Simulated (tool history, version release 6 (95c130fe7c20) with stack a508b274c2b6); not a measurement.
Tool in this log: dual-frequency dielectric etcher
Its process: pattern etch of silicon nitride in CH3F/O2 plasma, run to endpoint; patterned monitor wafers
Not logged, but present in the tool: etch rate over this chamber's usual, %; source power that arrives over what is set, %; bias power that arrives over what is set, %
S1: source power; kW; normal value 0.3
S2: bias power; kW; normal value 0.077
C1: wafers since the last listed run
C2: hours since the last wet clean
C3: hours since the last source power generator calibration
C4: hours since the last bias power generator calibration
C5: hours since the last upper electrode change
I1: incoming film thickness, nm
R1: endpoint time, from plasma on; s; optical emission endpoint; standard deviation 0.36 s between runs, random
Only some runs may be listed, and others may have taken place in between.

| run | hour | S1 | S2 | C1 | C2 | C3 | C4 | C5 | I1 | R1 |
|---|---|---|---|---|---|---|---|---|---|---|
| 1 | 0 | 0.3 | 0.077 | 0 | 157.7 | 1074 | 2113.1 | 1339.9 | 70.9 | 96.4 |
| 2 | 40.6 | 0.3 | 0.077 | 296 | 198.3 | 1114.6 | 2153.7 | 1380.5 | 70.1 | 94.6 |
| 3 | 95.5 | 0.3 | 0.077 | 400 | 253.2 | 1169.5 | 2208.6 | 1435.4 | 70.8 | 96.1 |
| 4 | 157.7 | 0.3 | 0.077 | 453 | 315.4 | 1231.7 | 2270.8 | 1497.6 | 70.5 | 95.7 |
| 5 | 218.5 | 0.3 | 0.077 | 443 | 376.2 | 1292.5 | 2331.6 | 1558.4 | 70.4 | 95.8 |
| 6 | 261.3 | 0.32 | 0.077 | 312 | 419 | 1335.3 | 2374.4 | 1601.2 | 70.2 | 93.2 |
| 7 | 298.4 | 0.3 | 0.077 | 270 | 456.1 | 1372.4 | 2411.5 | 1638.3 | 70.4 | 95.6 |
| 8 | 338 | 0.3 | 0.077 | 288 | 495.7 | 1412 | 2451.1 | 1677.9 | 71 | 96.5 |
| 9 | 387.7 | 0.3 | 0.077 | 362 | 545.4 | 1461.7 | 2500.8 | 1727.6 | 70.7 | 95.3 |
|  | 448 | wet clean of the chamber |
| 10 | 448.5 | 0.3 | 0.081 | 268 | 0.5 | 1522.5 | 2561.6 | 1788.4 | 70.4 | 93.6 |
| 11 | 498.2 | 0.3 | 0.081 | 362 | 50.2 | 1572.2 | 2611.3 | 1838.1 | 70.3 | 94 |
| 12 | 535.6 | 0.3 | 0.077 | 272 | 87.6 | 1609.6 | 2648.7 | 1875.5 | 70.7 | 95.5 |
| 13 | 567.3 | 0.3 | 0.077 | 231 | 119.3 | 1641.3 | 2680.4 | 1907.2 | 70.3 | 95 |
| 14 | 593.7 | 0.3 | 0.092 | 192 | 145.7 | 1667.7 | 2706.8 | 1933.6 | 70.8 | 91.1 |
| 15 | 637.2 | 0.3 | 0.077 | 317 | 189.2 | 1711.2 | 2750.3 | 1977.1 | 70.3 | 96 |
| 16 | 703.5 | 0.3 | 0.077 | 483 | 255.5 | 1777.5 | 2816.6 | 2043.4 | 70.5 | 96.2 |
| 17 | 765 | 0.26 | 0.077 | 448 | 317 | 1839 | 2878.1 | 2104.9 | 70.1 | 100.7 |
| 18 | 795.8 | 0.26 | 0.085 | 224 | 347.8 | 1869.8 | 2908.9 | 2135.7 | 70.7 | 98.3 |
| 19 | 823.9 | 0.28 | 0.065 | 205 | 375.9 | 1897.9 | 2937 | 2163.8 | 70.6 | 103.9 |
|  | 833.4 | bias power generator calibrated |
| 20 | 879.2 | 0.36 | 0.085 | 374 | 431.2 | 1953.2 | 45.8 | 2219.1 | 70.9 | 87.6 |
| 21 | 949.2 | 0.26 | 0.087 | 510 | 501.2 | 2023.2 | 115.8 | 2289.1 | 70.8 | 97 |
| 22 | 988.9 | 0.34 | 0.095 | 289 | 540.9 | 2062.9 | 155.5 | 2328.8 | 70.8 | 86.5 |
|  | 1019 | upper electrode replaced |
|  | 1047.5 | wet clean of the chamber |
| 23 | 1116.8 | 0.26 | 0.089 | 583 | 69.3 | 2190.8 | 283.4 | 97.8 | 69.9 | 95.3 |
| 24 | 1177.6 | 0.3 | 0.077 | 443 | 130.1 | 2251.6 | 344.2 | 158.6 | 70.5 | 96.8 |
| 25 | 1224.6 | 0.3 | 0.077 | 342 | 177.1 | 2298.6 | 391.2 | 205.6 | 70.2 | 96.1 |
|  | 1245.2 | source power generator calibrated |
| 26 | 1265 | 0.35 | 0.077 | 265 | 217.5 | 19.8 | 431.6 | 246 | 71.1 | 91 |
| 27 | 1298.8 | 0.3 | 0.077 | 246 | 251.3 | 53.6 | 465.4 | 279.8 | 70.3 | 95.3 |
| 28 | 1336.7 | 0.24 | 0.062 | 276 | 289.2 | 91.5 | 503.3 | 317.7 | 70.3 | 109.9 |
| 29 | 1399.2 | 0.3 | 0.077 | 456 | 351.7 | 154 | 565.8 | 380.2 | 70.8 | 95.3 |
| 30 | 1463.1 | 0.3 | 0.093 | 466 | 415.6 | 217.9 | 629.7 | 444.1 | 70.1 | 88.4 |
| 31 | 1500 | 0.3 | 0.077 | 269 | 452.5 | 254.8 | 666.6 | 481 | 70.6 | 95.5 |
| 32 | 1563.7 | 0.36 | 0.09 | 464 | 516.2 | 318.5 | 730.3 | 544.7 | 70.4 | 84.4 |
| 33 | 1609.6 | 0.34 | 0.089 | 334 | 562.1 | 364.4 | 776.2 | 590.6 | 70.1 | 86.6 |
|  | 1653.9 | wet clean of the chamber |
| 34 | 1654.4 | 0.25 | 0.077 | 151 | 0.5 | 409.2 | 821 | 635.4 | 70 | 101.4 |
| 35 | 1715.4 | 0.35 | 0.07 | 445 | 61.5 | 470.2 | 882 | 696.4 | 70.5 | 92.9 |
| 36 | 1786.6 | 0.37 | 0.071 | 519 | 132.7 | 541.4 | 953.2 | 767.6 | 70.4 | 91.1 |

What if the next run were any one of these 3? Each begins from the tool's condition after run 36:
| A | 1787.1 | 0.3 | 0.077 | 3 | 133.2 | 541.9 | 953.7 | 768.1 | 71 | ? |
| B | 1787.1 | 0.3 | 0.084 | 3 | 133.2 | 541.9 | 953.7 | 768.1 | 71 | ? |
| C | 1787.1 | 0.25 | 0.067 | 3 | 133.2 | 541.9 | 953.7 | 768.1 | 71 | ? |

| run | R1 |
|---|---|
| A | 96.2 |
| B | 93.4 |
| C | 107.2 |
The same runs, with their run-to-run variation unchanged, on a tool lacking any hidden condition would have given:
| run | R1 |
|---|---|
| A | 96.2 |
| B | 93.4 |
| C | 107.2 |

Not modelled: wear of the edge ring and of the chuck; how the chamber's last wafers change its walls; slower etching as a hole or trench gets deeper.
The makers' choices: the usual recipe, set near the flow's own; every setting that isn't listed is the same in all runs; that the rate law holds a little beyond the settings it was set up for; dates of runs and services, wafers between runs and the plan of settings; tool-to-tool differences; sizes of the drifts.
